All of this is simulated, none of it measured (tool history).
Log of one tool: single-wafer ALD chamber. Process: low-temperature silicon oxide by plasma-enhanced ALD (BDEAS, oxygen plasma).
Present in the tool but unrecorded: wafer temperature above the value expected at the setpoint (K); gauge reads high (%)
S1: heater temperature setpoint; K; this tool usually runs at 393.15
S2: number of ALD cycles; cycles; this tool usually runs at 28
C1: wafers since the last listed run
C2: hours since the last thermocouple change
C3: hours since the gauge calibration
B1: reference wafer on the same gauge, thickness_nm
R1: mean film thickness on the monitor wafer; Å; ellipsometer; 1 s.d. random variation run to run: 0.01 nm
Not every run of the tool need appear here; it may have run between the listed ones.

run 1 day=0 | S1=393.15 S2=28 | C1=0 C2=1158.9 C3=132.9 | B1=4.408 | R1=41.83
run 2 day=0.667 | S1=393.15 S2=28 | C1=90 C2=1174.9 C3=148.9 | B1=4.408 | R1=41.75
run 3 day=1.15 | S1=393.15 S2=28 | C1=65 C2=1186.5 C3=160.5 | B1=4.41 | R1=41.74
run 4 day=1.754 | S1=393.15 S2=28 | C1=81 C2=1201 C3=175 | B1=4.41 | R1=41.7
run 5 day=2.175 | S1=393.15 S2=28 | C1=56 C2=1211.1 C3=185.1 | B1=4.409 | R1=41.72
run 6 day=2.908 | S1=393.15 S2=28 | C1=99 C2=1228.7 C3=202.7 | B1=4.407 | R1=41.86
-- day=3.783 thermocouple changed; heater temperature recalibrated
run 7 day=3.804 | S1=393.15 S2=28 | C1=76 C2=0.5 C3=224.2 | B1=4.412 | R1=41.93
run 8 day=4.342 | S1=393.15 S2=28 | C1=72 C2=13.4 C3=237.1 | B1=4.411 | R1=41.69
-- day=4.871 gauge calibrated
run 9 day=4.992 | S1=393.15 S2=28 | C1=87 C2=29 C3=2.9 | B1=4.412 | R1=42.06
run 10 day=5.621 | S1=393.15 S2=28 | C1=85 C2=44.1 C3=18 | B1=4.41 | R1=41.67
run 11 day=6.258 | S1=403.15 S2=23 | C1=86 C2=59.4 C3=33.3 | B1=4.413 | R1=33.8
run 12 day=6.825 | S1=404.15 S2=28 | C1=76 C2=73 C3=46.9 | B1=4.409 | R1=41.11
run 13 day=7.362 | S1=400.15 S2=33 | C1=72 C2=85.9 C3=59.8 | B1=4.409 | R1=48.66
run 14 day=7.746 | S1=398.15 S2=31 | C1=51 C2=95.1 C3=69 | B1=4.41 | R1=45.76
run 15 day=8.254 | S1=393.15 S2=28 | C1=68 C2=107.3 C3=81.2 | B1=4.409 | R1=41.89
run 16 day=8.717 | S1=397.15 S2=30 | C1=62 C2=118.4 C3=92.3 | B1=4.411 | R1=44.4
run 17 day=9.05 | S1=393.15 S2=30 | C1=45 C2=126.4 C3=100.3 | B1=4.409 | R1=44.76
run 18 day=9.629 | S1=393.15 S2=28 | C1=78 C2=140.3 C3=114.2 | B1=4.409 | R1=41.94
run 19 day=9.917 | S1=385.15 S2=23 | C1=38 C2=147.2 C3=121.1 | B1=4.412 | R1=34.82
run 20 day=10.233 | S1=400.15 S2=33 | C1=42 C2=154.8 C3=128.7 | B1=4.411 | R1=48.46

Here are 3 independent what-if runs from the current tool condition. What would each one return?
run A day=10.25 | S1=393.15 S2=28 | C1=2 C2=155.2 C3=129.1 | B1=? | R1=?
run B day=10.25 | S1=389.15 S2=33 | C1=2 C2=155.2 C3=129.1 | B1=? | R1=?
run C day=10.25 | S1=399.15 S2=28 | C1=2 C2=155.2 C3=129.1 | B1=? | R1=?

run=A B1=4.411 R1=41.88
run=B B1=4.411 R1=49.7
run=C B1=4.411 R1=41.46
Without the tool's hidden state the same runs would have given:
run=A R1=41.88
run=B R1=49.7
run=C R1=41.46
